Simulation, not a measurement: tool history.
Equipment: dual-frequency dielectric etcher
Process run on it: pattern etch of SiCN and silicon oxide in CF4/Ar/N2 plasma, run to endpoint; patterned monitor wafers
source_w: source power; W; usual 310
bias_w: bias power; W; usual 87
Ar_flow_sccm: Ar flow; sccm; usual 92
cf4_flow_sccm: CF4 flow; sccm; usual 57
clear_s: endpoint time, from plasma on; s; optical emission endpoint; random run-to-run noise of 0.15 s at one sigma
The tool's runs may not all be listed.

run	hour	source_w	bias_w	Ar_flow_sccm	cf4_flow_sccm	incoming incoming film thickness, nm	clear_s
1	0	360	87	92	57	15.68	18.2
2	43.2	360	87	92	57	15.75	18.3
3	73.8	310	87	92	57	15.89	22.3
4	136.3	310	87	92	57	15.51	21.7
5	180.4	310	87	110	57	15.69	22.3
# hour 230.2: Ar flow controller replaced
6	243	310	87	92	57	15.68	21.6
7	271.8	310	87	92	57	15.63	21.8
# hour 302.8: wet clean of the chamber
8	336.3	250	87	92	51	15.66	32
9	375.1	310	87	92	57	15.83	23.1
10	433.7	310	87	92	57	15.84	22.6
# hour 489.8: CF4 flow controller replaced
11	503.5	310	87	92	57	15.78	22.3
12	550	360	87	92	57	15.8	18.3
13	575.3	310	87	92	57	15.69	22.2
14	632.9	310	78	114	52	15.79	23.7
# hour 646.3: bias power generator calibrated
15	692.6	240	106	106	66	15.74	31
16	729.5	260	78	92	46	15.61	29.9
17	800.3	260	70	112	53	15.53	30.4
# hour 889.5: wet clean of the chamber
18	940.4	350	87	92	57	15.62	18.9
19	983.5	310	87	111	71	15.77	22.6
20	1010.7	310	87	92	57	15.59	22.4
21	1071.6	390	87	92	62	15.71	16.2
22	1102.8	350	98	92	43	15.69	19.2
23	1159.5	230	106	75	57	15.7	33.7

For some of the steps in clear_s from one run to the next: how much would appear even if the tool had no hidden state, given the settings, what came in and random variation, and how much remains for the hidden state plus any gauge scatter that the measured result and the result without hidden state don't share?
Hidden state present: etch rate over this chamber's usual, %; source power that arrives over what is set, %; bias power that arrives over what is set, %; Ar flow that arrives over what is set, %; CF4 flow that arrives over what is set, %.
Run 7 -> 8: source_w 310 -> 250, cf4_flow_sccm 57 -> 51, wet clean of the chamber. clear_s +10.2 s: hidden state +0.9, all else +9.3.
Run 17 -> 18: source_w 260 -> 350, bias_w 70 -> 87, Ar_flow_sccm 112 -> 92, cf4_flow_sccm 53 -> 57, wet clean of the chamber. clear_s -11.5 s: hidden state +1.3, all else -12.8.
Run 22 -> 23: source_w 350 -> 230, bias_w 98 -> 106, Ar_flow_sccm 92 -> 75, cf4_flow_sccm 43 -> 57. clear_s +14.5 s: hidden state -0.5, all else +15.
